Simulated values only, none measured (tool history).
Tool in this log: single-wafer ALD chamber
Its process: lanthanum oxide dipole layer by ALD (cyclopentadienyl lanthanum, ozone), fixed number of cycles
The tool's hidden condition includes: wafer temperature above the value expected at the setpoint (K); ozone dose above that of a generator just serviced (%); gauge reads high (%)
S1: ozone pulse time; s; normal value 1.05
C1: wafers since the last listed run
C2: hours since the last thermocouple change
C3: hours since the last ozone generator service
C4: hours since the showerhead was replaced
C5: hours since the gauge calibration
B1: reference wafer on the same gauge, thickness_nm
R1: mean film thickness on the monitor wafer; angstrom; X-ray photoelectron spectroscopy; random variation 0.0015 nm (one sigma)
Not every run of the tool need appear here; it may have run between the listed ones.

run   hour    S1    C1      C2      C3      C4     C5     B1    R1
  1      0   1.2     0  2010.5  1318.3  3241.5  256.2  0.519  4.95
  2   16.9   1.2   369  2027.4  1335.2  3258.4  273.1  0.519  4.93
  3   34.6   1.2   386  2045.1  1352.9  3276.1  290.8  0.519  4.91
  4   45.3  1.28   233  2055.8  1363.6  3286.8  301.5  0.519     5
  5   59.3  1.28   305  2069.8  1377.6  3300.8  315.5  0.519  4.99
  6   66.8  1.05   163  2077.3  1385.1  3308.3    323  0.519   4.8
  7   77.3  1.05   229  2087.8  1395.6  3318.8  333.5  0.519  4.81
  8   86.9  1.05   209  2097.4  1405.2  3328.4  343.1  0.519   4.8
  9   96.8  1.16   216  2107.3  1415.1  3338.3    353  0.519  4.88
 10    105  1.16   179  2115.5  1423.3  3346.5  361.2  0.519   4.9
 11  117.8  1.16   279  2128.3  1436.1  3359.3    374  0.519  4.89
 12  131.9  1.05   308  2142.4  1450.2  3373.4  388.1  0.519   4.8
 13  143.8  1.05   259  2154.3  1462.1  3385.3    400  0.519  4.77
 14  151.7  0.73   172  2162.2    1470  3393.2  407.9  0.519  4.48
 15  162.3  0.73   231  2172.8  1480.6  3403.8  418.5  0.519  4.48
 16  174.4  0.73   264  2184.9  1492.7  3415.9  430.6  0.519  4.48
 17  191.5  1.05   373    2202  1509.8    3433  447.7  0.519  4.79
 18  208.5  0.83   371    2219  1526.8    3450  464.7  0.519   4.6
     220.4  -- showerhead replaced
     229.7  -- thermocouple changed; heater temperature recalibrated
 19  230.2  0.72   124     0.5  1548.5     9.8  486.4  0.519  4.47
 20  238.7  0.76   185       9    1557    18.3  494.9  0.519   4.5
 21  247.8  0.85   198    18.1  1566.1    27.4    504  0.519  4.61
 22  262.8  0.66   327    33.1  1581.1    42.4    519  0.519   4.4
 23  274.8  1.05   262    45.1  1593.1    54.4    531  0.519  4.79
 24    291  1.05   353    61.3  1609.3    70.6  547.2  0.519   4.8
     314.7  -- ozone generator serviced
 25  333.1  1.26   744   103.4    18.4   112.7  589.3  0.519   5.2
 26  369.7  1.32   799     140      55   149.3  625.9  0.519  5.26
     396.7  -- gauge calibrated
 27    417  0.73  1033   187.3   102.3   196.6   20.3  0.519  4.79
 28  424.9  1.45   172   195.2   110.2   204.5   28.2  0.519   5.3
 29  441.1  1.39   353   211.4   126.4   220.7   44.4  0.519  5.28
 30  447.6  0.91   141   217.9   132.9   227.2   50.9  0.519  4.93
 31  465.6  0.86   393   235.9   150.9   245.2   68.9  0.519  4.89
 32    477  1.31   249   247.3   162.3   256.6   80.3  0.519   5.2
 33    522  0.93   982   292.3   207.3   301.6  125.3  0.519  4.92
 34  532.7   1.4   233     303     218   312.3    136  0.519  5.24
 35  545.6  0.92   281   315.9   230.9   325.2  148.9  0.519  4.89

Give the tool's hidden conditions for every run:
wafer temperature above the value expected at the setpoint (K): 0 at every run
gauge reads high (%): 0 at every run
H1: ozone dose above that of a generator just serviced (%)
run     H1
  1  -33.8
  2  -33.9
  3  -34.1
  4  -34.1
  5  -34.2
  6  -34.3
  7  -34.3
  8  -34.4
  9  -34.4
 10  -34.5
 11  -34.6
 12  -34.6
 13  -34.7
 14  -34.7
 15  -34.8
 16  -34.9
 17    -35
 18    -35
 19  -35.1
 20  -35.2
 21  -35.2
 22  -35.3
 23  -35.4
 24  -35.4
 25  -2.57
 26  -4.66
 27  -7.19
 28  -7.59
 29   -8.4
 30  -8.72
 31  -9.58
 32  -10.1
 33  -12.1
 34  -12.6
 35  -13.1
